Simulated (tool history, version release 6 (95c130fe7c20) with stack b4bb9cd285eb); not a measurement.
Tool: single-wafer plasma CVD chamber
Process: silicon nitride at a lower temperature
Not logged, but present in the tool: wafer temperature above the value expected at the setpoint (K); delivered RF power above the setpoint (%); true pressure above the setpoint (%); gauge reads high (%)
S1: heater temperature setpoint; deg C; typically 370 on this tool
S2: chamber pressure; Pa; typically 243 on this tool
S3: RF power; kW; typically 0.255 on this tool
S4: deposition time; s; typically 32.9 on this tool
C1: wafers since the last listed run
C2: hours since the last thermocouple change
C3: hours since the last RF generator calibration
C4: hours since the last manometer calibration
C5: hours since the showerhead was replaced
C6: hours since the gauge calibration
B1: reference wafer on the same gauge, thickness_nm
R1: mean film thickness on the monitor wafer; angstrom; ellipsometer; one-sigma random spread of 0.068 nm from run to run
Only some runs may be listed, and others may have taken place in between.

run     day   S1   S2     S3    S4   C1      C2      C3     C4      C5     C6      B1      R1
  1       0  370  243  0.255  32.9    0  1913.7  1273.9  628.8  4118.5   18.3  38.009  353.98
  2   1.188  370  243  0.255  32.9  476  1942.2  1302.4  657.3    4147   46.8  37.988  353.47
  3   1.712  370  243  0.255  32.9  210  1954.8    1315  669.9  4159.6   59.4  38.008  353.42
  4   3.212  362  243  0.255  32.9  602  1990.8    1351  705.9  4195.6   95.4      38  355.49
  5   4.179  370  243  0.255  32.9  388    2014  1374.2  729.1  4218.8  118.6  37.992   353.7
  6   4.771  370  243  0.255  32.9  237  2028.2  1388.4  743.3    4233  132.8  38.005  353.47
      5.758  -- showerhead replaced
  7   5.846  366  285  0.255  32.9  297    2054  1414.2  769.1     2.1  158.6  37.994  371.17
  8   6.804  370  243  0.255  32.9  384    2077  1437.2  792.1    25.1  181.6  37.999  355.38
  9   7.471  370  243  0.255  32.9  267    2093  1453.2  808.1    41.1  197.6  37.999  354.07
 10   8.879  370  243  0.255  30.4  565  2126.8    1487  841.9    74.9  231.4  38.005   327.6
       9.65  -- capacitance manometer re-zeroed and calibrated
       9.65  -- gauge calibrated
 11   9.671  356  285   0.24  28.8  184  2145.8    1506    0.5    93.9    0.5  38.005  306.95
 12  10.321  370  243   0.28  29.3  261  2161.4  1521.6   16.1   109.5   16.1      38  329.56
     11.446  -- RF generator calibrated
 13  11.508  384  295   0.28  32.9  343  2189.9     1.5   44.6     138   44.6  38.011  407.41
     11.921  -- thermocouple changed; heater temperature recalibrated
 14  12.771  370  295  0.255  32.9  373    20.4    31.8   74.9   168.3   74.9  38.012  383.89
 15    13.7  364  243  0.255  32.9  373    42.7    54.1   97.2   190.6   97.2  38.003     364
 16   14.55  370  227  0.255  32.9  341    63.1    74.5  117.6     211  117.6  38.001  355.81
 17  15.721  358  208  0.225  35.1  470    91.2   102.6  145.7   239.1  145.7  38.016  341.49
 18  16.325  370  243  0.255  32.9  242   105.7   117.1  160.2   253.6  160.2  38.002  362.45

Here are 5 independent what-if runs from the current tool condition. What would each one return?
  A  16.342  370  260  0.255  32.9   6  106.1  117.5  160.6  254  160.6   ?   ?
  B  16.342  370  243  0.275  26.4   6  106.1  117.5  160.6  254  160.6   ?   ?
  C  16.342  363  289   0.28  35.5   6  106.1  117.5  160.6  254  160.6   ?   ?
  D  16.342  380  204  0.255  32.9   6  106.1  117.5  160.6  254  160.6   ?   ?
  E  16.342  384  243  0.255  32.9   6  106.1  117.5  160.6  254  160.6   ?   ?

run      B1      R1
  A  37.997  369.14
  B  37.997  305.24
  C  37.997  437.23
  D  37.997  342.12
  E  37.997  359.54
Had the tool no hidden state, the same runs would have come out as:
run      R1
  A  373.75
  B  308.96
  C  442.49
  D  346.26
  E  363.94

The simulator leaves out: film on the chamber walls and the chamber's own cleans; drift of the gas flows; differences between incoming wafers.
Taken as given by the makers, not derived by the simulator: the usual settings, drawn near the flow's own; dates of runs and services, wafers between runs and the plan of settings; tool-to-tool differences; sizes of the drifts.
